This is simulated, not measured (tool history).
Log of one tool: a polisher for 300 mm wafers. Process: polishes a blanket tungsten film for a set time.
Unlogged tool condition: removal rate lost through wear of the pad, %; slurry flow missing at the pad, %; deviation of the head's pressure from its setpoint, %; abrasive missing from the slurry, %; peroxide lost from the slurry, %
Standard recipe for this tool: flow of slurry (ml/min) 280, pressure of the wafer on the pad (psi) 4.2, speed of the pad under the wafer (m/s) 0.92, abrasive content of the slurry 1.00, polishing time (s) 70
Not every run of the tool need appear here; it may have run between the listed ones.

| run | day | flow of slurry (ml/min) | pressure of the wafer on the pad (psi) | speed of the pad under the wafer (m/s) | abrasive content of the slurry | polishing time (s) | wafers since the last listed run | wafers polished on this pad | hours since the slurry nozzle was cleaned | hours since the head pressure was calibrated | hours since the slurry blender was calibrated | hours since the slurry got fresh peroxide | incoming thickness of the incoming film, nm | film removed (Å) |
|---|---|---|---|---|---|---|---|---|---|---|---|---|---|---|
| 1 | 0.000 | 280 | 4.2 | 0.92 | 1.00 | 70 | 0 | 421 | 42.9 | 586.7 | 5.8 | 59.9 | 1005.8 | 2826 |
| 2 | 0.321 | 280 | 4.2 | 0.92 | 1.00 | 70 | 52 | 474 | 50.6 | 594.4 | 13.5 | 67.6 | 1000.3 | 2767 |
| 3 | 0.875 | 280 | 4.2 | 0.92 | 1.00 | 70 | 90 | 564 | 63.9 | 607.7 | 26.8 | 80.9 | 1011.7 | 2746 |
| 4 | 1.162 | 280 | 4.2 | 0.92 | 1.00 | 70 | 46 | 611 | 70.8 | 614.6 | 33.7 | 87.8 | 1001.0 | 2786 |
| 5 | 1.496 | 255 | 4.2 | 0.92 | 1.00 | 79 | 54 | 666 | 78.8 | 622.6 | 41.7 | 95.8 | 1003.2 | 3080 |
| 6 | 2.408 | 280 | 4.2 | 0.92 | 1.10 | 70 | 149 | 815 | 100.7 | 644.5 | 63.6 | 117.7 | 992.8 | 2824 |
|  | 3.629 | slurry tank refilled with fresh slurry and peroxide |
|  | 4.212 | worn pad replaced by a new one, repeated, since the last time left the tool worse |
| 7 | 4.296 | 280 | 4.2 | 0.92 | 1.00 | 87 | 274 | 13 | 146.0 | 689.8 | 108.9 | 16.0 | 985.1 | 3898 |
| 8 | 4.683 | 280 | 4.2 | 0.92 | 0.70 | 70 | 63 | 76 | 155.3 | 699.1 | 118.2 | 25.3 | 1017.3 | 2809 |
| 9 | 4.988 | 220 | 3.8 | 0.92 | 1.00 | 47 | 49 | 126 | 162.6 | 706.4 | 125.5 | 32.6 | 1002.4 | 1864 |
| 10 | 5.562 | 240 | 3.7 | 1.22 | 1.00 | 70 | 93 | 220 | 176.4 | 720.2 | 139.3 | 46.4 | 986.8 | 3490 |
| 11 | 5.958 | 375 | 4.2 | 0.92 | 0.75 | 70 | 64 | 284 | 185.9 | 729.7 | 148.8 | 55.9 | 1013.2 | 2923 |
| 12 | 6.450 | 370 | 4.2 | 0.78 | 1.00 | 70 | 80 | 365 | 197.7 | 741.5 | 160.6 | 67.7 | 981.0 | 2710 |
| 13 | 7.162 | 310 | 3.5 | 0.92 | 1.00 | 70 | 116 | 481 | 214.8 | 758.6 | 177.7 | 84.8 | 1018.3 | 2597 |
| 14 | 7.625 | 280 | 4.2 | 0.92 | 1.00 | 70 | 75 | 556 | 225.9 | 769.7 | 188.8 | 95.9 | 995.1 | 3099 |
|  | 7.854 | head pressure recalibrated |
| 15 | 7.975 | 280 | 4.2 | 0.84 | 0.90 | 70 | 43 | 600 | 234.3 | 2.9 | 197.2 | 104.3 | 982.9 | 2784 |
|  | 9.496 | slurry tank refilled with fresh slurry and peroxide |
| 16 | 9.808 | 280 | 4.7 | 1.20 | 1.00 | 58 | 292 | 893 | 278.3 | 46.9 | 241.2 | 7.5 | 983.5 | 3542 |
| 17 | 10.446 | 280 | 4.2 | 0.80 | 1.00 | 48 | 104 | 997 | 293.6 | 62.2 | 256.5 | 22.8 | 1012.4 | 1861 |
| 18 | 11.017 | 315 | 3.1 | 0.92 | 1.00 | 70 | 93 | 1090 | 307.3 | 75.9 | 270.2 | 36.5 | 993.4 | 2208 |
| 19 | 11.354 | 280 | 4.2 | 0.92 | 1.00 | 70 | 55 | 1145 | 315.4 | 84.0 | 278.3 | 44.6 | 992.8 | 2945 |

Predict the results of run 20:
| 20 | 11.692 | 335 | 4.9 | 0.92 | 1.00 | 70 | 55 | 1200 | 323.5 | 92.1 | 286.4 | 52.7 | 998.5 | ? |

Run 20 produced film removed (Å) 3576.
On a tool with no hidden condition, and with the same random variation, this run would have come out at film removed (Å) 3829.
